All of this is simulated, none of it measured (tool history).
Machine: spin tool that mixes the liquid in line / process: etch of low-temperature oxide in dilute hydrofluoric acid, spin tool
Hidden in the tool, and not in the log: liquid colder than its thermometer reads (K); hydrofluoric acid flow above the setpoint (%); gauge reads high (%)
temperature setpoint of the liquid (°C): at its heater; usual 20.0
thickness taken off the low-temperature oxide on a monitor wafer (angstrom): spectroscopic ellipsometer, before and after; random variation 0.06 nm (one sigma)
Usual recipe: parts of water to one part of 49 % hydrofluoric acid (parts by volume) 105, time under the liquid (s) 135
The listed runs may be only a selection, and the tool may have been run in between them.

run,hour,temperature setpoint of the liquid (°C),parts of water to one part of 49 % hydrofluoric acid (parts by volume),time under the liquid (s),wafers since the last listed run,hours since the thermometer was replaced,hours since the hydrofluoric acid flow meter was replaced,hours since the gauge calibration,"read-back film thickness of the low-temperature oxide reference wafer, read on the same gauge (nm)",thickness taken off the low-temperature oxide on a monitor wafer (angstrom)
1,0.0,20.0,105,135,0,858.2,424.0,91.5,140.00,153.6
2,54.3,17.0,105,135,330,912.5,478.3,145.8,139.98,134.5
3,88.4,20.0,105,135,207,946.6,512.4,179.9,139.98,152.5
4,159.7,20.0,105,135,433,1017.9,583.7,251.2,139.97,151.7
5,218.4,23.5,90,135,357,1076.6,642.4,309.9,140.01,207.7
6,271.5,23.5,90,135,323,1129.7,695.5,363.0,140.01,207.4
7,333.3,18.0,105,135,376,1191.5,757.3,424.8,140.01,139.8
8,371.9,18.0,105,135,234,1230.1,795.9,463.4,139.99,140.4
9,441.6,20.0,105,135,424,1299.8,865.6,533.1,139.96,151.4
10,481.2,20.0,105,135,240,1339.4,905.2,572.7,140.02,152.0
11,547.9,20.0,105,135,405,1406.1,971.9,639.4,140.01,150.2
12,592.5,17.0,60,190,271,1450.7,1016.5,684.0,139.97,344.1
13,648.4,20.0,105,135,340,1506.6,1072.4,739.9,140.01,150.8

Estimate the outcome of run 14 from the log above:
# hour 788.1: hydrofluoric acid flow meter replaced
14,798.3,20.0,105,135,905,1656.5,10.2,889.8,?,?

{"run 14": {"read-back film thickness of the low-temperature oxide reference wafer, read on the same gauge (nm)": 140.02, "thickness taken off the low-temperature oxide on a monitor wafer (angstrom)": 150.1}}
The same run, on a tool lacking any hidden state, would have yielded thickness taken off the low-temperature oxide on a monitor wafer (angstrom) 155.7.
